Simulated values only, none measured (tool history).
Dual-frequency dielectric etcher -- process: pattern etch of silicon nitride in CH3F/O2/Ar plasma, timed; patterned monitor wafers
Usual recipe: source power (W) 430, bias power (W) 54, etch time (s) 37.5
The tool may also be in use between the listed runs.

| run | hour | source power (W) | bias power (W) | etch time (s) | wafers since the last listed run | hours since the last wet clean | hours since the last source power generator calibration | hours since the last bias power generator calibration | hours since the last upper electrode change | hours since the gauge calibration | read-back reference wafer on the same gauge, depth_nm | mean etch depth across the wafer (Å) |
|---|---|---|---|---|---|---|---|---|---|---|---|---|
| 1 | 0.0 | 390 | 54 | 37.5 | 0 | 289.5 | 3028.6 | 0.5 | 4884.9 | 2683.2 | 20.81 | 221.7 |
| 2 | 53.7 | 390 | 54 | 37.5 | 544 | 343.2 | 3082.3 | 54.2 | 4938.6 | 2736.9 | 20.80 | 221.3 |
| 3 | 126.2 | 390 | 54 | 37.5 | 735 | 415.7 | 3154.8 | 126.7 | 5011.1 | 2809.4 | 20.79 | 224.1 |
|  | 268.2 | upper electrode replaced |
| 4 | 284.0 | 430 | 54 | 37.5 | 1357 | 573.5 | 3312.6 | 284.5 | 15.8 | 2967.2 | 20.81 | 234.1 |
| 5 | 344.8 | 430 | 54 | 37.5 | 616 | 634.3 | 3373.4 | 345.3 | 76.6 | 3028.0 | 20.78 | 233.8 |
| 6 | 398.0 | 430 | 54 | 37.5 | 539 | 687.5 | 3426.6 | 398.5 | 129.8 | 3081.2 | 20.83 | 232.7 |
|  | 429.0 | wet clean of the chamber |
| 7 | 445.5 | 400 | 54 | 43.0 | 238 | 16.5 | 3474.1 | 446.0 | 177.3 | 3128.7 | 20.78 | 258.7 |
| 8 | 489.9 | 430 | 60 | 37.5 | 450 | 60.9 | 3518.5 | 490.4 | 221.7 | 3173.1 | 20.83 | 245.1 |
|  | 511.9 | gauge calibrated |
| 9 | 575.8 | 480 | 41 | 29.0 | 871 | 146.8 | 3604.4 | 576.3 | 307.6 | 63.9 | 20.75 | 169.9 |
| 10 | 742.6 | 480 | 54 | 37.5 | 1691 | 313.6 | 3771.2 | 743.1 | 474.4 | 230.7 | 20.81 | 246.7 |
| 11 | 780.6 | 430 | 54 | 33.0 | 385 | 351.6 | 3809.2 | 781.1 | 512.4 | 268.7 | 20.81 | 205.3 |
| 12 | 820.4 | 360 | 54 | 37.5 | 403 | 391.4 | 3849.0 | 820.9 | 552.2 | 308.5 | 20.82 | 210.8 |
| 13 | 1030.6 | 430 | 54 | 37.5 | 2132 | 601.6 | 4059.2 | 1031.1 | 762.4 | 518.7 | 20.79 | 232.9 |
| 14 | 1087.2 | 430 | 54 | 37.5 | 574 | 658.2 | 4115.8 | 1087.7 | 819.0 | 575.3 | 20.80 | 233.0 |
|  | 1193.6 | wet clean of the chamber |
| 15 | 1194.1 | 430 | 54 | 31.5 | 840 | 0.5 | 4222.7 | 1194.6 | 925.9 | 682.2 | 20.81 | 197.1 |
| 16 | 1237.2 | 430 | 54 | 37.5 | 437 | 43.6 | 4265.8 | 1237.7 | 969.0 | 725.3 | 20.79 | 233.5 |
| 17 | 1288.7 | 430 | 60 | 37.5 | 522 | 95.1 | 4317.3 | 1289.2 | 1020.5 | 776.8 | 20.76 | 243.9 |
| 18 | 1363.1 | 430 | 63 | 27.5 | 754 | 169.5 | 4391.7 | 1363.6 | 1094.9 | 851.2 | 20.80 | 181.8 |
| 19 | 1422.6 | 430 | 54 | 37.5 | 603 | 229.0 | 4451.2 | 1423.1 | 1154.4 | 910.7 | 20.80 | 231.7 |
|  | 1430.8 | source power generator calibrated |
| 20 | 1523.5 | 430 | 54 | 27.0 | 982 | 329.9 | 92.7 | 1524.0 | 1255.3 | 1011.6 | 20.80 | 169.5 |
|  | 1576.8 | bias power generator calibrated |
| 21 | 1601.8 | 350 | 54 | 48.0 | 753 | 408.2 | 171.0 | 25.0 | 1333.6 | 1089.9 | 20.80 | 267.7 |
| 22 | 1686.5 | 430 | 54 | 37.5 | 859 | 492.9 | 255.7 | 109.7 | 1418.3 | 1174.6 | 20.82 | 231.3 |
| 23 | 1729.3 | 360 | 54 | 37.5 | 434 | 535.7 | 298.5 | 152.5 | 1461.1 | 1217.4 | 20.77 | 212.9 |
|  | 1817.2 | wet clean of the chamber |
| 24 | 1828.4 | 480 | 61 | 27.0 | 761 | 11.2 | 397.6 | 251.6 | 1560.2 | 1316.5 | 20.80 | 186.8 |
| 25 | 1913.1 | 480 | 41 | 29.0 | 859 | 95.9 | 482.3 | 336.3 | 1644.9 | 1401.2 | 20.79 | 168.9 |
| 26 | 2002.4 | 390 | 45 | 27.0 | 905 | 185.2 | 571.6 | 425.6 | 1734.2 | 1490.5 | 20.78 | 148.5 |
| 27 | 2150.5 | 350 | 54 | 31.0 | 1502 | 333.3 | 719.7 | 573.7 | 1882.3 | 1638.6 | 20.80 | 173.9 |
| 28 | 2220.5 | 430 | 54 | 37.5 | 709 | 403.3 | 789.7 | 643.7 | 1952.3 | 1708.6 | 20.81 | 231.8 |
| 29 | 2305.1 | 430 | 44 | 28.5 | 858 | 487.9 | 874.3 | 728.3 | 2036.9 | 1793.2 | 20.80 | 162.7 |

Each row is a separate what-if for the run after 29, all from the same tool condition, not one after another. Results?
| A | 2305.5 | 430 | 54 | 37.5 | 4 | 488.3 | 874.7 | 728.7 | 2037.3 | 1793.6 | ? | ? |
| B | 2305.5 | 430 | 49 | 27.0 | 4 | 488.3 | 874.7 | 728.7 | 2037.3 | 1793.6 | ? | ? |
| C | 2305.5 | 510 | 41 | 31.5 | 4 | 488.3 | 874.7 | 728.7 | 2037.3 | 1793.6 | ? | ? |
| D | 2305.5 | 530 | 42 | 42.5 | 4 | 488.3 | 874.7 | 728.7 | 2037.3 | 1793.6 | ? | ? |
| E | 2305.5 | 430 | 63 | 34.5 | 4 | 488.3 | 874.7 | 728.7 | 2037.3 | 1793.6 | ? | ? |

| run | read-back reference wafer on the same gauge, depth_nm | mean etch depth across the wafer (Å) |
|---|---|---|
| A | 20.84 | 233.4 |
| B | 20.84 | 161.2 |
| C | 20.84 | 189.9 |
| D | 20.84 | 263.8 |
| E | 20.84 | 229.6 |
Had the tool no hidden state, the same runs would have come out as:
| run | mean etch depth across the wafer (Å) |
|---|---|
| A | 233.4 |
| B | 161.2 |
| C | 189.9 |
| D | 263.8 |
| E | 229.6 |
